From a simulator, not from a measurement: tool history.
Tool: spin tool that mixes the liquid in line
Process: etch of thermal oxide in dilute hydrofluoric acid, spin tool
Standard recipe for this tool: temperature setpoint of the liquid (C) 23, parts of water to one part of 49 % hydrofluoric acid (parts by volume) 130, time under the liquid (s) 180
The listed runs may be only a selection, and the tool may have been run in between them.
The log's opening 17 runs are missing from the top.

| run | hour | temperature setpoint of the liquid (C) | parts of water to one part of 49 % hydrofluoric acid (parts by volume) | time under the liquid (s) | wafers since the last listed run | hours since the thermometer was replaced | hours since the hydrofluoric acid flow meter was replaced | hours since the gauge calibration | read-back film thickness of the thermal oxide reference wafer, read on the same gauge (nm) | thickness taken off the thermal oxide on a monitor wafer (Å) |
|---|---|---|---|---|---|---|---|---|---|---|
| 18 | 245.4 | 23 | 130 | 180 | 261 | 2209.7 | 94.5 | 347.3 | 79.94 | 51.7 |
|  | 247.6 | thermometer replaced |
|  | 247.7 | gauge calibrated |
| 19 | 260.8 | 23 | 130 | 235 | 78 | 13.2 | 109.9 | 13.1 | 80.02 | 73.6 |
| 20 | 271.8 | 19.5 | 165 | 220 | 59 | 24.2 | 120.9 | 24.1 | 80.01 | 45.9 |
| 21 | 282.7 | 25 | 130 | 180 | 59 | 35.1 | 131.8 | 35 | 80.07 | 61.2 |
| 22 | 296.9 | 23 | 80 | 140 | 77 | 49.3 | 146 | 49.2 | 79.99 | 75.8 |
| 23 | 312.1 | 23 | 130 | 180 | 82 | 64.5 | 161.2 | 64.4 | 79.97 | 56.6 |
| 24 | 322.4 | 23 | 75 | 280 | 56 | 74.8 | 171.5 | 74.7 | 80.04 | 162.6 |
| 25 | 335.5 | 23 | 130 | 180 | 71 | 87.9 | 184.6 | 87.8 | 80.04 | 56.9 |
| 26 | 347.8 | 23 | 130 | 120 | 67 | 100.2 | 196.9 | 100.1 | 79.98 | 37.7 |
| 27 | 359.3 | 23 | 130 | 180 | 62 | 111.7 | 208.4 | 111.6 | 80 | 57 |
| 28 | 366 | 23 | 180 | 215 | 36 | 118.4 | 215.1 | 118.3 | 79.99 | 46.4 |
| 29 | 374.2 | 21 | 180 | 135 | 44 | 126.6 | 223.3 | 126.5 | 79.99 | 27 |
| 30 | 388.4 | 23 | 155 | 180 | 77 | 140.8 | 237.5 | 140.7 | 79.97 | 46.3 |
| 31 | 399.9 | 24.5 | 95 | 145 | 62 | 152.3 | 249 | 152.2 | 79.98 | 69.7 |
| 32 | 414.9 | 23 | 130 | 180 | 81 | 167.3 | 264 | 167.2 | 80 | 57.4 |
| 33 | 421.9 | 23 | 130 | 180 | 38 | 174.3 | 271 | 174.2 | 79.96 | 57 |
| 34 | 431.4 | 23 | 80 | 180 | 51 | 183.8 | 280.5 | 183.7 | 80.06 | 97.9 |

Consider 4 possible next runs. They are alternatives, not a sequence: every one starts from the tool as it was left by run 34. What does each give?
| A | 431.9 | 23 | 130 | 180 | 2 | 184.3 | 281 | 184.2 | ? | ? |
| B | 431.9 | 23 | 190 | 180 | 2 | 184.3 | 281 | 184.2 | ? | ? |
| C | 431.9 | 19.5 | 75 | 180 | 2 | 184.3 | 281 | 184.2 | ? | ? |
| D | 431.9 | 23 | 95 | 180 | 2 | 184.3 | 281 | 184.2 | ? | ? |

| run | read-back film thickness of the thermal oxide reference wafer, read on the same gauge (nm) | thickness taken off the thermal oxide on a monitor wafer (Å) |
|---|---|---|
| A | 80 | 57 |
| B | 80 | 36.6 |
| C | 80 | 91 |
| D | 80 | 81.1 |
Without the tool's hidden state the same runs would have given:
| run | thickness taken off the thermal oxide on a monitor wafer (Å) |
|---|---|
| A | 56.3 |
| B | 36 |
| C | 90.1 |
| D | 80.2 |
